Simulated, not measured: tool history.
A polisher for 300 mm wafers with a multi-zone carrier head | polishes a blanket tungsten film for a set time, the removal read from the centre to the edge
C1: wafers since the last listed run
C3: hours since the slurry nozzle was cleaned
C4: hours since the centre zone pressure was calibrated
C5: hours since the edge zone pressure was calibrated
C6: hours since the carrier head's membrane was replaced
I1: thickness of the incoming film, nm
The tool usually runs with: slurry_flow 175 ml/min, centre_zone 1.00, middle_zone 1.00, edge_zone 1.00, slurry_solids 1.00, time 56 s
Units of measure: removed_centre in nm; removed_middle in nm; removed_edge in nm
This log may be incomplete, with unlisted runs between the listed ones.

{"run": 1, "hour": 0.0, "slurry_flow": 175, "centre_zone": 1.0, "middle_zone": 1.0, "edge_zone": 1.0, "slurry_solids": 1.0, "time": 56, "C1": 0, "wafers polished on this pad": 3811, "C3": 150.8, "C4": 172.2, "C5": 435.1, "C6": 1043.1, "I1": 1182.4, "removed_centre": 325.6, "removed_middle": 321.8, "removed_edge": 328.3}
{"run": 2, "hour": 63.5, "slurry_flow": 175, "centre_zone": 1.0, "middle_zone": 1.0, "edge_zone": 0.97, "slurry_solids": 1.0, "time": 56, "C1": 817, "wafers polished on this pad": 4629, "C3": 214.3, "C4": 235.7, "C5": 498.6, "C6": 1106.6, "I1": 1204.8, "removed_centre": 323.3, "removed_middle": 319.8, "removed_edge": 324.4}
{"hour": 123.7, "done": "edge zone pressure recalibrated"}
{"run": 3, "hour": 136.5, "slurry_flow": 175, "centre_zone": 1.0, "middle_zone": 1.0, "edge_zone": 1.0, "slurry_solids": 1.25, "time": 56, "C1": 913, "wafers polished on this pad": 5543, "C3": 287.3, "C4": 308.7, "C5": 12.8, "C6": 1179.6, "I1": 1179.8, "removed_centre": 335.5, "removed_middle": 332.6, "removed_edge": 344.3}
{"hour": 194.3, "done": "worn pad replaced by a new one"}
{"run": 4, "hour": 202.5, "slurry_flow": 175, "centre_zone": 1.0, "middle_zone": 1.0, "edge_zone": 1.0, "slurry_solids": 1.0, "time": 56, "C1": 798, "wafers polished on this pad": 104, "C3": 353.3, "C4": 374.7, "C5": 78.8, "C6": 1245.6, "I1": 1198.5, "removed_centre": 313.5, "removed_middle": 319.1, "removed_edge": 318.7}
{"run": 5, "hour": 259.8, "slurry_flow": 175, "centre_zone": 1.0, "middle_zone": 1.0, "edge_zone": 1.0, "slurry_solids": 1.0, "time": 56, "C1": 737, "wafers polished on this pad": 842, "C3": 410.6, "C4": 432.0, "C5": 136.1, "C6": 1302.9, "I1": 1185.5, "removed_centre": 318.9, "removed_middle": 310.8, "removed_edge": 319.2}
{"run": 6, "hour": 298.8, "slurry_flow": 195, "centre_zone": 1.0, "middle_zone": 1.0, "edge_zone": 1.0, "slurry_solids": 0.7, "time": 44, "C1": 501, "wafers polished on this pad": 1344, "C3": 449.6, "C4": 471.0, "C5": 175.1, "C6": 1341.9, "I1": 1169.4, "removed_centre": 236.5, "removed_middle": 231.6, "removed_edge": 235.0}
{"run": 7, "hour": 350.8, "slurry_flow": 175, "centre_zone": 1.0, "middle_zone": 1.07, "edge_zone": 1.0, "slurry_solids": 0.9, "time": 56, "C1": 669, "wafers polished on this pad": 2013, "C3": 501.6, "C4": 523.0, "C5": 227.1, "C6": 1393.9, "I1": 1171.1, "removed_centre": 301.6, "removed_middle": 317.9, "removed_edge": 306.8}
{"run": 8, "hour": 389.5, "slurry_flow": 175, "centre_zone": 1.0, "middle_zone": 1.0, "edge_zone": 1.0, "slurry_solids": 1.3, "time": 45, "C1": 498, "wafers polished on this pad": 2511, "C3": 540.3, "C4": 561.7, "C5": 265.8, "C6": 1432.6, "I1": 1194.7, "removed_centre": 265.8, "removed_middle": 264.3, "removed_edge": 268.7}
{"run": 9, "hour": 465.1, "slurry_flow": 175, "centre_zone": 1.0, "middle_zone": 1.0, "edge_zone": 1.0, "slurry_solids": 1.3, "time": 56, "C1": 973, "wafers polished on this pad": 3484, "C3": 615.9, "C4": 637.3, "C5": 341.4, "C6": 1508.2, "I1": 1174.3, "removed_centre": 323.2, "removed_middle": 317.1, "removed_edge": 327.4}
{"run": 10, "hour": 507.5, "slurry_flow": 175, "centre_zone": 1.06, "middle_zone": 1.0, "edge_zone": 1.0, "slurry_solids": 1.1, "time": 40, "C1": 545, "wafers polished on this pad": 4030, "C3": 658.3, "C4": 679.7, "C5": 383.8, "C6": 1550.6, "I1": 1205.4, "removed_centre": 234.2, "removed_middle": 218.6, "removed_edge": 223.0}
{"hour": 520.6, "done": "slurry nozzle cleaned"}
{"hour": 560.9, "done": "carrier head's membrane replaced by a new one"}
{"run": 11, "hour": 610.5, "slurry_flow": 135, "centre_zone": 1.0, "middle_zone": 1.0, "edge_zone": 1.0, "slurry_solids": 0.85, "time": 56, "C1": 1248, "wafers polished on this pad": 5279, "C3": 89.9, "C4": 782.7, "C5": 486.8, "C6": 49.6, "I1": 1184.9, "removed_centre": 288.3, "removed_middle": 289.5, "removed_edge": 298.7}
{"hour": 706.8, "done": "worn pad replaced by a new one"}
{"run": 12, "hour": 707.3, "slurry_flow": 175, "centre_zone": 0.92, "middle_zone": 1.0, "edge_zone": 0.91, "slurry_solids": 0.9, "time": 65, "C1": 1194, "wafers polished on this pad": 5, "C3": 186.7, "C4": 879.5, "C5": 583.6, "C6": 146.4, "I1": 1196.0, "removed_centre": 336.6, "removed_middle": 360.1, "removed_edge": 346.1}
{"hour": 734.8, "done": "edge zone pressure recalibrated"}
{"hour": 754.0, "done": "centre zone pressure recalibrated"}
{"run": 13, "hour": 795.6, "slurry_flow": 175, "centre_zone": 1.0, "middle_zone": 1.0, "edge_zone": 1.05, "slurry_solids": 1.0, "time": 42, "C1": 1085, "wafers polished on this pad": 1090, "C3": 275.0, "C4": 41.6, "C5": 60.8, "C6": 234.7, "I1": 1170.6, "removed_centre": 237.7, "removed_middle": 234.4, "removed_edge": 246.8}
{"run": 14, "hour": 866.2, "slurry_flow": 175, "centre_zone": 1.0, "middle_zone": 1.0, "edge_zone": 1.0, "slurry_solids": 1.0, "time": 56, "C1": 908, "wafers polished on this pad": 1999, "C3": 345.6, "C4": 112.2, "C5": 131.4, "C6": 305.3, "I1": 1177.8, "removed_centre": 316.0, "removed_middle": 308.3, "removed_edge": 319.5}
{"run": 15, "hour": 928.6, "slurry_flow": 175, "centre_zone": 1.0, "middle_zone": 1.0, "edge_zone": 1.0, "slurry_solids": 1.0, "time": 56, "C1": 803, "wafers polished on this pad": 2802, "C3": 408.0, "C4": 174.6, "C5": 193.8, "C6": 367.7, "I1": 1186.8, "removed_centre": 308.4, "removed_middle": 305.7, "removed_edge": 315.0}
{"run": 16, "hour": 999.1, "slurry_flow": 175, "centre_zone": 1.0, "middle_zone": 1.0, "edge_zone": 1.0, "slurry_solids": 1.0, "time": 56, "C1": 907, "wafers polished on this pad": 3710, "C3": 478.5, "C4": 245.1, "C5": 264.3, "C6": 438.2, "I1": 1215.4, "removed_centre": 308.3, "removed_middle": 300.6, "removed_edge": 309.3}
{"run": 17, "hour": 1069.9, "slurry_flow": 175, "centre_zone": 1.0, "middle_zone": 1.0, "edge_zone": 1.0, "slurry_solids": 1.0, "time": 56, "C1": 911, "wafers polished on this pad": 4621, "C3": 549.3, "C4": 315.9, "C5": 335.1, "C6": 509.0, "I1": 1188.2, "removed_centre": 305.4, "removed_middle": 301.9, "removed_edge": 310.6}
{"run": 18, "hour": 1118.7, "slurry_flow": 195, "centre_zone": 1.0, "middle_zone": 0.93, "edge_zone": 1.0, "slurry_solids": 1.0, "time": 56, "C1": 628, "wafers polished on this pad": 5249, "C3": 598.1, "C4": 364.7, "C5": 383.9, "C6": 557.8, "I1": 1185.5, "removed_centre": 316.2, "removed_middle": 291.5, "removed_edge": 314.1}
{"run": 19, "hour": 1202.9, "slurry_flow": 175, "centre_zone": 1.0, "middle_zone": 1.0, "edge_zone": 1.0, "slurry_solids": 1.0, "time": 56, "C1": 1083, "wafers polished on this pad": 6333, "C3": 682.3, "C4": 448.9, "C5": 468.1, "C6": 642.0, "I1": 1178.8, "removed_centre": 298.0, "removed_middle": 293.3, "removed_edge": 311.1}
{"hour": 1247.4, "done": "edge zone pressure recalibrated"}
{"run": 20, "hour": 1275.3, "slurry_flow": 210, "centre_zone": 1.0, "middle_zone": 1.0, "edge_zone": 0.95, "slurry_solids": 1.0, "time": 47, "C1": 906, "wafers polished on this pad": 7239, "C3": 754.7, "C4": 521.3, "C5": 27.9, "C6": 714.4, "I1": 1206.5, "removed_centre": 257.9, "removed_middle": 255.4, "removed_edge": 260.8}
{"hour": 1293.9, "done": "worn pad replaced by a new one"}
{"run": 21, "hour": 1350.5, "slurry_flow": 235, "centre_zone": 1.0, "middle_zone": 1.0, "edge_zone": 1.0, "slurry_solids": 1.0, "time": 64, "C1": 916, "wafers polished on this pad": 728, "C3": 829.9, "C4": 596.5, "C5": 103.1, "C6": 789.6, "I1": 1191.1, "removed_centre": 351.1, "removed_middle": 353.4, "removed_edge": 370.1}

Predict each of these 4 candidate next runs independently; none follows another, all start after run 21:
{"run": "A", "hour": 1350.9, "slurry_flow": 175, "centre_zone": 1.0, "middle_zone": 0.91, "edge_zone": 1.0, "slurry_solids": 1.0, "time": 56, "C1": 5, "wafers polished on this pad": 733, "C3": 830.3, "C4": 596.9, "C5": 103.5, "C6": 790.0, "I1": 1191.6, "removed_centre": "?", "removed_middle": "?", "removed_edge": "?"}
{"run": "B", "hour": 1350.9, "slurry_flow": 200, "centre_zone": 1.0, "middle_zone": 0.93, "edge_zone": 1.0, "slurry_solids": 0.75, "time": 48, "C1": 5, "wafers polished on this pad": 733, "C3": 830.3, "C4": 596.9, "C5": 103.5, "C6": 790.0, "I1": 1191.6, "removed_centre": "?", "removed_middle": "?", "removed_edge": "?"}
{"run": "C", "hour": 1350.9, "slurry_flow": 155, "centre_zone": 1.1, "middle_zone": 1.0, "edge_zone": 1.0, "slurry_solids": 0.75, "time": 56, "C1": 5, "wafers polished on this pad": 733, "C3": 830.3, "C4": 596.9, "C5": 103.5, "C6": 790.0, "I1": 1191.6, "removed_centre": "?", "removed_middle": "?", "removed_edge": "?"}
{"run": "D", "hour": 1350.9, "slurry_flow": 125, "centre_zone": 1.04, "middle_zone": 1.03, "edge_zone": 0.95, "slurry_solids": 1.0, "time": 56, "C1": 5, "wafers polished on this pad": 733, "C3": 830.3, "C4": 596.9, "C5": 103.5, "C6": 790.0, "I1": 1191.6, "removed_centre": "?", "removed_middle": "?", "removed_edge": "?"}

run=A removed_centre=281.8 removed_middle=263.4 removed_edge=292.6
run=B removed_centre=237.8 removed_middle=224.4 removed_edge=242.1
run=C removed_centre=277.3 removed_middle=253.9 removed_edge=266.9
run=D removed_centre=250.3 removed_middle=252.1 removed_edge=261.6
Without the tool's unlogged condition, the same runs would have read:
run=A removed_centre=331.2 removed_middle=303.7 removed_edge=323.3
run=B removed_centre=273.4 removed_middle=254.0 removed_edge=264.5
run=C removed_centre=333.6 removed_middle=298.4 removed_edge=298.1
run=D removed_centre=316.8 removed_middle=308.7 removed_edge=298.6
